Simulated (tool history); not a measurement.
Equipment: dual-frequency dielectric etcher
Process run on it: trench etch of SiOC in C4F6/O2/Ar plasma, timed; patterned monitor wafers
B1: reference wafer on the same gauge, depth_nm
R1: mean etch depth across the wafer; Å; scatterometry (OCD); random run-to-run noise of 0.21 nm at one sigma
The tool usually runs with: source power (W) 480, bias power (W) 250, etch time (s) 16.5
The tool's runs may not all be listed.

Run 1, hour 0.0: usual settings; B1 47.63. Result: R1 458.5 Å.
Run 2, hour 105.5: usual settings but bias power (W) 277; B1 47.56. Result: R1 479.6 Å.
Run 3, hour 147.3: usual settings but bias power (W) 277; B1 47.60. Result: R1 484.3 Å.
At hour 198.8: wet clean of the chamber.
Run 4, hour 233.2: usual settings but source power (W) 450, bias power (W) 270; B1 47.59. Result: R1 446.5 Å.
Run 5, hour 318.1: usual settings; B1 47.59. Result: R1 455.0 Å.
Run 6, hour 423.6: usual settings; B1 47.59. Result: R1 454.3 Å.
Run 7, hour 465.9: usual settings; B1 47.58. Result: R1 457.4 Å.
Run 8, hour 526.2: usual settings but bias power (W) 280; B1 47.56. Result: R1 479.7 Å.
Run 9, hour 611.6: usual settings but bias power (W) 280; B1 47.62. Result: R1 480.3 Å.
Run 10, hour 653.1: usual settings but bias power (W) 280; B1 47.60. Result: R1 484.1 Å.
Run 11, hour 726.9: usual settings; B1 47.57. Result: R1 464.9 Å.
At hour 768.7: wet clean of the chamber.
Run 12, hour 778.2: usual settings; B1 47.61. Result: R1 449.9 Å.
At hour 782.5: source power generator calibrated.
Run 13, hour 869.3: usual settings; B1 47.63. Result: R1 449.6 Å.
Run 14, hour 907.5: usual settings but bias power (W) 277; B1 47.55. Result: R1 470.1 Å.
Run 15, hour 1011.7: usual settings but etch time (s) 14.0; B1 47.61. Result: R1 388.5 Å.
Run 16, hour 1048.6: usual settings but source power (W) 360, bias power (W) 275, etch time (s) 18.5; B1 47.59. Result: R1 456.3 Å.
Run 17, hour 1085.0: usual settings; B1 47.60. Result: R1 456.3 Å.
Run 18, hour 1128.2: usual settings; B1 47.57. Result: R1 459.9 Å.
Run 19, hour 1210.4: usual settings but etch time (s) 20.0; B1 47.59. Result: R1 564.2 Å.
At hour 1255.3: bias power generator calibrated.
Run 20, hour 1279.7: usual settings but source power (W) 530, etch time (s) 21.0; B1 47.62. Result: R1 619.7 Å.
At hour 1371.0: wet clean of the chamber.
At hour 1389.1: upper electrode replaced.
Run 21, hour 1389.6: usual settings but bias power (W) 289; B1 47.64. Result: R1 472.9 Å.
At hour 1465.0: gauge calibrated.
Run 22, hour 1478.2: usual settings but source power (W) 560; B1 47.61. Result: R1 487.3 Å.
Run 23, hour 1582.2: usual settings; B1 47.63. Result: R1 451.9 Å.
Run 24, hour 1664.6: usual settings but source power (W) 530, bias power (W) 199; B1 47.60. Result: R1 442.6 Å.
Run 25, hour 1700.9: usual settings but source power (W) 390, bias power (W) 295, etch time (s) 15.0; B1 47.62. Result: R1 396.1 Å.
Run 26, hour 1773.7: usual settings but source power (W) 400; B1 47.60. Result: R1 419.2 Å.
At hour 1827.4: wet clean of the chamber.
Run 27, hour 2010.9: usual settings but source power (W) 410, bias power (W) 282, etch time (s) 14.5; B1 47.62. Result: R1 388.6 Å.
Run 28, hour 2104.8: usual settings but etch time (s) 12.0; B1 47.58. Result: R1 334.6 Å.
Run 29, hour 2171.6: usual settings but source power (W) 550, etch time (s) 15.0; B1 47.58. Result: R1 446.3 Å.

The tool's hidden state at each run:
source power that arrives over what is set, %: 0 across all the runs
bias power that arrives over what is set, %: 0 across all the runs
gauge reads high (%): 0 across all the runs
H1: etch rate over this chamber's usual, %
run       H1
  1     2.82
  2     3.67
  3        4
  4    0.169
  5     0.85
  6      1.7
  7     2.04
  8     2.52
  9     3.21
 10     3.54
 11     4.13
 12  -0.0647
 13    0.667
 14    0.974
 15     1.81
 16     2.11
 17      2.4
 18     2.75
 19     3.41
 20     3.96
 21   -0.267
 22    0.445
 23     1.28
 24     1.94
 25     2.23
 26     2.82
 27     2.15
 28      2.9
 29     3.44
